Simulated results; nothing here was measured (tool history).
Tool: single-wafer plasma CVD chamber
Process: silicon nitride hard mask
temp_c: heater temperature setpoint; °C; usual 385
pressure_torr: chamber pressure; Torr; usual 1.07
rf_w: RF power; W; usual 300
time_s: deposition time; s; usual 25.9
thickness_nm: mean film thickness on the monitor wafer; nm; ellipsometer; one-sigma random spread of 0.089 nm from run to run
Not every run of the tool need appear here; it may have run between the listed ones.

| run | hour | temp_c | pressure_torr | rf_w | time_s | wafers since the last listed run | hours since the last thermocouple change | hours since the last RF generator calibration | hours since the last manometer calibration | hours since the showerhead was replaced | hours since the gauge calibration | read-back reference wafer on the same gauge, thickness_nm | thickness_nm |
|---|---|---|---|---|---|---|---|---|---|---|---|---|---|
| 1 | 0 | 385 | 1.07 | 300 | 25.9 | 0 | 1832.7 | 1511.4 | 1191.6 | 3257 | 3026.8 | 21.386 | 24.658 |
|  | 47.2 | thermocouple changed; heater temperature recalibrated |
| 2 | 96.2 | 385 | 1.07 | 300 | 25.9 | 1821 | 49 | 1607.6 | 1287.8 | 3353.2 | 3123 | 21.384 | 24.589 |
| 3 | 151.8 | 385 | 1.07 | 300 | 25.9 | 1148 | 104.6 | 1663.2 | 1343.4 | 3408.8 | 3178.6 | 21.368 | 24.863 |
| 4 | 339.2 | 385 | 1.07 | 300 | 25.9 | 3870 | 292 | 1850.6 | 1530.8 | 3596.2 | 3366 | 21.412 | 24.81 |
| 5 | 393 | 385 | 0.99 | 300 | 25.9 | 1111 | 345.8 | 1904.4 | 1584.6 | 3650 | 3419.8 | 21.375 | 24.09 |
| 6 | 452.8 | 385 | 1.26 | 265 | 22.3 | 1235 | 405.6 | 1964.2 | 1644.4 | 3709.8 | 3479.6 | 21.402 | 21.259 |
|  | 470.2 | capacitance manometer re-zeroed and calibrated |
|  | 519.7 | gauge calibrated |
| 7 | 521.2 | 391 | 1.07 | 300 | 20.9 | 1247 | 474 | 2032.6 | 51 | 3778.2 | 1.5 | 21.414 | 19.944 |
| 8 | 575.7 | 398 | 1.07 | 245 | 21.8 | 1125 | 528.5 | 2087.1 | 105.5 | 3832.7 | 56 | 21.385 | 18.851 |
|  | 615.5 | showerhead replaced |
| 9 | 658.2 | 385 | 1.07 | 300 | 25.9 | 1538 | 611 | 2169.6 | 188 | 42.7 | 138.5 | 21.414 | 24.541 |
| 10 | 727.7 | 385 | 1.07 | 300 | 25.9 | 1435 | 680.5 | 2239.1 | 257.5 | 112.2 | 208 | 21.377 | 24.929 |
| 11 | 805 | 385 | 1.07 | 300 | 25.9 | 1596 | 757.8 | 2316.4 | 334.8 | 189.5 | 285.3 | 21.391 | 24.696 |
|  | 851.3 | RF generator calibrated |
| 12 | 852.9 | 396 | 1.07 | 325 | 25.9 | 824 | 805.7 | 1.6 | 382.7 | 237.4 | 333.2 | 21.428 | 25.798 |
| 13 | 915.3 | 394 | 0.93 | 300 | 24 | 1288 | 868.1 | 64 | 445.1 | 299.8 | 395.6 | 21.399 | 21.953 |
| 14 | 992.4 | 385 | 1.07 | 300 | 25.9 | 1592 | 945.2 | 141.1 | 522.2 | 376.9 | 472.7 | 21.357 | 25.047 |
| 15 | 1089.5 | 396 | 0.99 | 330 | 25.9 | 2005 | 1042.3 | 238.2 | 619.3 | 474 | 569.8 | 21.426 | 25.437 |
| 16 | 1175.4 | 399 | 1.07 | 300 | 23.7 | 1774 | 1128.2 | 324.1 | 705.2 | 559.9 | 655.7 | 21.431 | 22.693 |
| 17 | 1224.3 | 385 | 1.07 | 335 | 22.8 | 1010 | 1177.1 | 373 | 754.1 | 608.8 | 704.6 | 21.398 | 23.065 |
| 18 | 1332.2 | 378 | 1.07 | 320 | 21.4 | 2228 | 1285 | 480.9 | 862 | 716.7 | 812.5 | 21.395 | 21.387 |
| 19 | 1377.9 | 385 | 1.17 | 280 | 25.9 | 943 | 1330.7 | 526.6 | 907.7 | 762.4 | 858.2 | 21.429 | 25.076 |
| 20 | 1417.5 | 381 | 1.07 | 300 | 23 | 817 | 1370.3 | 566.2 | 947.3 | 802 | 897.8 | 21.417 | 22.152 |
| 21 | 1496.5 | 385 | 1.32 | 300 | 25.9 | 1631 | 1449.3 | 645.2 | 1026.3 | 881 | 976.8 | 21.389 | 26.777 |
| 22 | 1549.3 | 385 | 1.07 | 300 | 25.9 | 1090 | 1502.1 | 698 | 1079.1 | 933.8 | 1029.6 | 21.429 | 24.79 |
| 23 | 1633.2 | 390 | 1.07 | 300 | 27.8 | 1732 | 1586 | 781.9 | 1163 | 1017.7 | 1113.5 | 21.426 | 26.588 |
| 24 | 1735.9 | 385 | 1 | 275 | 25.9 | 2121 | 1688.7 | 884.6 | 1265.7 | 1120.4 | 1216.2 | 21.422 | 23.393 |
| 25 | 1781.7 | 385 | 1.07 | 300 | 25.9 | 945 | 1734.5 | 930.4 | 1311.5 | 1166.2 | 1262 | 21.433 | 24.845 |
| 26 | 1826.1 | 385 | 1.17 | 300 | 25.9 | 917 | 1778.9 | 974.8 | 1355.9 | 1210.6 | 1306.4 | 21.441 | 25.578 |
| 27 | 1914.1 | 385 | 1.07 | 340 | 25.9 | 1817 | 1866.9 | 1062.8 | 1443.9 | 1298.6 | 1394.4 | 21.4 | 26.14 |

5 options for the next run, each taken on its own from the tool as it stands now. Forecast them:
| A | 1914.5 | 385 | 1.07 | 300 | 25.9 | 8 | 1867.3 | 1063.2 | 1444.3 | 1299 | 1394.8 | ? | ? |
| B | 1914.5 | 379 | 1.2 | 250 | 23.5 | 8 | 1867.3 | 1063.2 | 1444.3 | 1299 | 1394.8 | ? | ? |
| C | 1914.5 | 395 | 1.07 | 340 | 25.9 | 8 | 1867.3 | 1063.2 | 1444.3 | 1299 | 1394.8 | ? | ? |
| D | 1914.5 | 385 | 0.95 | 300 | 25.9 | 8 | 1867.3 | 1063.2 | 1444.3 | 1299 | 1394.8 | ? | ? |
| E | 1914.5 | 392 | 1.32 | 360 | 29.5 | 8 | 1867.3 | 1063.2 | 1444.3 | 1299 | 1394.8 | ? | ? |

| run | read-back reference wafer on the same gauge, thickness_nm | thickness_nm |
|---|---|---|
| A | 21.4 | 24.874 |
| B | 21.4 | 21.741 |
| C | 21.4 | 26.21 |
| D | 21.4 | 23.81 |
| E | 21.4 | 32.963 |
What these runs would have given with no unlogged condition in the tool:
| run | thickness_nm |
|---|---|
| A | 25.315 |
| B | 22.142 |
| C | 26.66 |
| D | 24.233 |
| E | 33.505 |
